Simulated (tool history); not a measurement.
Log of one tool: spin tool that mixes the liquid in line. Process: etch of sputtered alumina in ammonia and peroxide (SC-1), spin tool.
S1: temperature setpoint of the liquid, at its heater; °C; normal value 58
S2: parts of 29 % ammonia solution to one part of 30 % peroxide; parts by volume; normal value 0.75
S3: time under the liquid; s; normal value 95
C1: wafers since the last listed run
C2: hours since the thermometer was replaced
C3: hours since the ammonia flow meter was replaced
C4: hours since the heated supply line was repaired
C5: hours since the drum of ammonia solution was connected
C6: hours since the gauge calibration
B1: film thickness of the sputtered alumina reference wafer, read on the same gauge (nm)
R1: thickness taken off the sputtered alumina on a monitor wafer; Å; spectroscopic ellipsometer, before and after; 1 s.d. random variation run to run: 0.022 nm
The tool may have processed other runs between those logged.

run   hour    S1    S2   S3   C1      C2     C3     C4     C5     C6     B1    R1
  1      0    58  0.75   95    0  2338.6   2417   16.8  262.2  796.8  80.03    66
       8.9  -- gauge calibrated
      18.2  -- ammonia flow meter replaced
  2   18.7  51.5  0.75   95  172  2357.3    0.5   35.5  280.9    9.8  80.01  46.8
  3   38.5  51.5  0.75   95  193  2377.1   20.3   55.3  300.7   29.6  79.98  46.5
      53.8  -- new drum of ammonia solution connected
  4   63.4    58  0.75   95  233    2402   45.2   80.2    9.6   54.5  80.01  65.9
  5   78.5    58  0.75   95  147  2417.1   60.3   95.3   24.7   69.6  80.02  65.8
  6   90.9    58  0.75   95  121  2429.5   72.7  107.7   37.1     82     80    66
  7    119    52  0.95  135  274  2457.6  100.8  135.8   65.2  110.1  80.02  69.7
  8  133.3  48.5   0.5  115  139  2471.9  115.1  150.1   79.5  124.4  79.97  46.3
  9  165.3    58  0.75   95  312  2503.9  147.1  182.1  111.5  156.4  79.96  66.1
 10  186.4    49  0.95   95  206    2525  168.2  203.2  132.6  177.5  79.99  41.5
 11  212.4    58  0.75   95  253    2551  194.2  229.2  158.6  203.5  79.99  66.4
 12  238.3    52  0.75   95  252  2576.9  220.1  255.1  184.5  229.4  79.97  48.3
 13    255    58  0.75   40  163  2593.6  236.8  271.8  201.2  246.1  80.04  27.9
 14  281.8    58  0.35   95  261  2620.4  263.6  298.6    228  272.9  79.99  61.2
 15  307.3    49  0.75   95  249  2645.9  289.1  324.1  253.5  298.4  79.97    41
 16  325.7    58  0.75   95  179  2664.3  307.5  342.5  271.9  316.8  79.99  66.3
       329  -- thermometer replaced
     329.5  -- new drum of ammonia solution connected
 17  350.8    58  0.75  110  230    21.8  332.6  367.6   21.3  341.9  80.01  72.3
 18    363    58  0.75   95  119      34  344.8  379.8   33.5  354.1  80.01  62.7
 19  392.5    58  0.75  135  288    63.5  374.3  409.3     63  383.6  79.98    90
 20  408.6    58  0.65   95  157    79.6  390.4  425.4   79.1  399.7  80.02  62.2
 21  441.3    65   0.4   45  319   112.3  423.1  458.1  111.8  432.4     80  40.1
 22  460.6    54  0.75  125  188   131.6  442.4  477.4  131.1  451.7  80.01  67.6

Forecast run 23:
 23  488.6  58  0.75  95  273  159.6  470.4  505.4  159.1  479.7   ?   ?

Run 23 came out at B1 79.99, R1 63.4 Å.
If the tool had no hidden condition, the same run with the same run-to-run variation would have returned R1 62.9 Å.
